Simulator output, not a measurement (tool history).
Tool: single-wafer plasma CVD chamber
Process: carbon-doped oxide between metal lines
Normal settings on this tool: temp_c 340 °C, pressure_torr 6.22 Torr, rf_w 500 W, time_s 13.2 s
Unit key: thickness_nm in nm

run	hour	temp_c	pressure_torr	rf_w	time_s	wafers since the last listed run	hours since the last thermocouple change	hours since the last RF generator calibration	hours since the last manometer calibration	hours since the showerhead was replaced	hours since the gauge calibration	read-back reference wafer on the same gauge, thickness_nm	thickness_nm
1	0	340	6.22	500	14.7	0	1627.9	887.6	1306.4	5918.8	57.5	92.652	89.146
2	80.9	340	6.22	500	14.7	2434	1708.8	968.5	1387.3	5999.7	138.4	92.724	88.941
3	178.9	340	6.22	500	13.2	2949	1806.8	1066.5	1485.3	6097.7	236.4	92.713	79.954
4	275.4	340	6.22	500	13.2	2904	1903.3	1163	1581.8	6194.2	332.9	92.721	79.942
5	374.8	340	6.22	500	13.2	2991	2002.7	1262.4	1681.2	6293.6	432.3	92.644	81.091
6	446.8	340	6.22	500	13.2	2166	2074.7	1334.4	1753.2	6365.6	504.3	92.729	79.832
7	510.4	340	6.22	500	13.2	1914	2138.3	1398	1816.8	6429.2	567.9	92.609	80.55
8	586.6	340	6.22	500	13.2	2293	2214.5	1474.2	1893	6505.4	644.1	92.605	80.217
# hour 601.8: capacitance manometer re-zeroed and calibrated
9	668.8	340	6.22	500	13.2	2233	2296.7	1556.4	67	6587.6	726.3	92.683	80.527
10	750.1	340	6.22	500	13.2	2446	2378	1637.7	148.3	6668.9	807.6	92.801	80.282
11	797.8	340	6.22	500	13.2	1435	2425.7	1685.4	196	6716.6	855.3	92.754	80.886
12	841.9	340	6.22	500	13.2	1327	2469.8	1729.5	240.1	6760.7	899.4	92.717	79.663
# hour 874.5: showerhead replaced
13	907.7	340	6.22	500	13.2	1739	2535.6	1795.3	305.9	33.2	965.2	92.674	79.551
# hour 1001.1: RF generator calibrated
14	1001.6	340	6.22	550	13.2	2585	2629.5	0.5	399.8	127.1	1059.1	92.642	84.797
15	1076.1	354	6.22	500	13.2	2242	2704	75	474.3	201.6	1133.6	92.726	77.325
# hour 1142.3: gauge calibrated
16	1144.1	352	5.42	500	13.2	2046	2772	143	542.3	269.6	1.8	92.741	75.271
17	1222.9	340	6.22	500	13.2	2371	2850.8	221.8	621.1	348.4	80.6	92.705	80.381
18	1322	340	6.22	500	13.2	2982	2949.9	320.9	720.2	447.5	179.7	92.703	79.895
# hour 1391.2: thermocouple changed; heater temperature recalibrated
19	1424	340	6.22	500	13.2	2828	32.8	422.9	822.2	549.5	281.7	92.651	79.987
20	1531.6	340	6.22	500	13.2	3238	140.4	530.5	929.8	657.1	389.3	92.624	79.567
21	1627.5	349	5.38	500	11.1	2886	236.3	626.4	1025.7	753	485.2	92.726	64.065
22	1722.6	340	6.22	500	11.1	2862	331.4	721.5	1120.8	848.1	580.3	92.684	67.925
23	1789.2	340	5.59	450	13.2	2004	398	788.1	1187.4	914.7	646.9	92.743	73.765
24	1865.3	340	6.22	420	13.2	2290	474.1	864.2	1263.5	990.8	723	92.725	72.368

Consider 4 possible next runs. They are alternatives, not a sequence: every one starts from the tool as it was left by run 24. What does each give?
A	1865.7	349	6.22	500	13.2	12	474.5	864.6	1263.9	991.2	723.4	?	?
B	1865.7	354	6.22	455	11.7	12	474.5	864.6	1263.9	991.2	723.4	?	?
C	1865.7	349	5.71	580	14.1	12	474.5	864.6	1263.9	991.2	723.4	?	?
D	1865.7	347	7.02	500	13.2	12	474.5	864.6	1263.9	991.2	723.4	?	?

run	read-back reference wafer on the same gauge, thickness_nm	thickness_nm
A	92.733	77.759
B	92.733	64.614
C	92.733	88.741
D	92.733	79.293
Take away the tool's hidden state, keep each run's random variation, and the runs would have read:
run	thickness_nm
A	77.759
B	64.614
C	88.741
D	79.293

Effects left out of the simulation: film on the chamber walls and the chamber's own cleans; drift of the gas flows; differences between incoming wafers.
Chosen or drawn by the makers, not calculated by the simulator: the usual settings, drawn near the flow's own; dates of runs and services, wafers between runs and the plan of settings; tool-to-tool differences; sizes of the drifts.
